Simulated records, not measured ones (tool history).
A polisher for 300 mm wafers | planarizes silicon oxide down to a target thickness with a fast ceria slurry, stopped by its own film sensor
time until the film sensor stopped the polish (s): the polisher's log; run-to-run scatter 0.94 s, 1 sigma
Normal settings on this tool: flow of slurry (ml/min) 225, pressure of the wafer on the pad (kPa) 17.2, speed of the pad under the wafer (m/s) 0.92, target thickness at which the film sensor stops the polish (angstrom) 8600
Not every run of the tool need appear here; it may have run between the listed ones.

run,day,flow of slurry (ml/min),pressure of the wafer on the pad (kPa),speed of the pad under the wafer (m/s),target thickness at which the film sensor stops the polish (angstrom),wafers since the last listed run,wafers polished on this pad,hours since the slurry nozzle was cleaned,hours since the head pressure was calibrated,"incoming thickness of the incoming film, nm",time until the film sensor stopped the polish (s)
1,0,225,17.2,0.92,8600,0,450,39.4,490,1668.6,67.5
2,0.825,225,17.2,0.92,8600,131,581,59.2,509.8,1636.5,64
3,1.746,225,17.2,0.92,8600,146,727,81.3,531.9,1644.3,68.3
4,2.525,225,13.1,0.92,8600,123,851,100,550.6,1634.3,84.1
# day 2.933: worn pad replaced by a new one
5,3.754,225,13.1,0.92,8600,168,130,129.5,580.1,1649.9,82.5
6,4.658,225,17.2,0.92,8600,143,273,151.2,601.8,1675.5,67.7
7,6.029,225,17.2,0.92,8600,217,491,184.1,634.7,1665.3,65.7
8,7.538,225,17.2,0.92,8600,239,731,220.3,670.9,1669.2,68.9
9,8.8,225,17.2,0.92,8600,200,932,250.6,701.2,1622.6,64.2
# day 9.375: worn pad replaced by a new one
10,11.388,225,17.2,0.92,8600,384,320,312.7,763.3,1640.8,63.2
11,12.525,225,17.2,0.92,8600,180,500,340,790.6,1640.3,64
12,13.05,225,20.7,0.8,8600,83,584,352.6,803.2,1675.1,64.4
13,14.396,225,20.7,0.8,8600,213,798,384.9,835.5,1633.8,61.5
# day 14.879: worn pad replaced by a new one
14,14.962,225,17.2,0.92,8600,63,13,398.5,849.1,1639.7,58.5
15,16.292,190,17.2,0.92,8600,211,224,430.4,881,1645.8,64.3
# day 16.662: head pressure recalibrated
16,17.542,300,22.1,0.76,8600,185,410,460.4,21.1,1663.9,62.5
# day 17.883: slurry nozzle cleaned
17,18.896,225,13.1,0.92,8600,208,618,24.3,53.6,1628.5,83.8
18,19.567,225,17.2,0.92,8600,106,725,40.4,69.7,1657.5,67.6
19,20.083,225,17.2,1.1,6730,82,807,52.8,82.1,1663.1,73.1
20,20.679,225,17.2,0.92,6760,94,902,67.1,96.4,1647.6,81.9
21,21.308,225,17.2,0.92,8600,100,1002,82.2,111.5,1656.1,66.5
# day 21.612: worn pad replaced by a new one
22,22.3,295,17.2,0.92,8600,131,109,106,135.3,1639,60.9
23,23.583,160,17.2,0.7,6850,204,313,136.8,166.1,1663.8,109.1
24,24.746,295,17.2,0.68,11150,184,498,164.7,194,1644,56
25,26.112,295,20,0.92,8600,217,715,197.5,226.8,1657.4,56.8
# day 28.121: worn pad replaced by a new one
26,28.454,225,13.1,0.84,10640,345,52,253.7,283,1616,59.4
27,29.904,225,17.2,0.66,10370,230,283,288.5,317.8,1656.6,66.1

Here are 5 independent what-if runs from the current tool condition. What would each one return?
A,29.921,225,17.2,0.92,8600,2,286,288.9,318.2,1627.2,?
B,29.921,225,22.1,1.04,9890,2,286,288.9,318.2,1627.2,?
C,29.921,225,13.1,1.08,8600,2,286,288.9,318.2,1627.2,?
D,29.921,250,17.2,1.16,7640,2,286,288.9,318.2,1627.2,?
E,29.921,225,17.2,0.92,11340,2,286,288.9,318.2,1627.2,?

run,time until the film sensor stopped the polish (s)
A,63
B,36.7
C,71.7
D,56.7
E,40.5
With no hidden state in the tool, these same runs would have given:
run,time until the film sensor stopped the polish (s)
A,59.2
B,34.4
C,67.3
D,53.3
E,38
